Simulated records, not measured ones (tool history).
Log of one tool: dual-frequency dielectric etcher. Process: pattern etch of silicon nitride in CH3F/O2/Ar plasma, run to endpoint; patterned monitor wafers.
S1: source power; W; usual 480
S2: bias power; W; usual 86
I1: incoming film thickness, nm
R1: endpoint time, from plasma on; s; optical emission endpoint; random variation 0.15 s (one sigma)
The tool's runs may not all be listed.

run    hour   S1   S2     I1    R1
  1       0  480   86  40.62  52.3
  2    63.3  480   86  40.72  52.7
  3   127.1  390   86  40.76  59.1
  4   184.1  480   86  39.88  52.2
  5   252.4  480   86  40.32  52.4
  6   311.5  480   86  40.66  53.1
      340.8  -- wet clean of the chamber
  7   380.2  560   86  40.63  47.5
  8     405  560   86  40.46  47.5
  9   475.4  450   86  40.36  53.3
 10     511  550  107  40.59  44.8
      557.2  -- source power generator calibrated
 11     582  400   92  40.48  56.1
 12   640.6  480   73  40.49  55.2
      669.5  -- bias power generator calibrated
 13   739.4  480   86  40.21  52.3
      926.5  -- upper electrode replaced
      942.1  -- wet clean of the chamber
 14   951.3  560   77  40.58  49.4
 15   984.6  480   66  40.63  56.9
 16  1038.1  440  104  40.36  50.5
 17  1080.5  480   79  40.06  52.8
 18  1267.3  480   86  40.17  51.9

The tool's hidden state at each run:
source power that arrives over what is set, %: 0 in every run
bias power that arrives over what is set, %: 0 in every run
H1: etch rate over this chamber's usual, %
run      H1
  1   -1.77
  2   -2.17
  3   -2.58
  4   -2.94
  5   -3.38
  6   -3.75
  7  -0.554
  8  -0.712
  9   -1.16
 10   -1.39
 11   -1.84
 12   -2.21
 13   -2.84
 14  -0.331
 15  -0.543
 16  -0.883
 17   -1.15
 18   -2.34
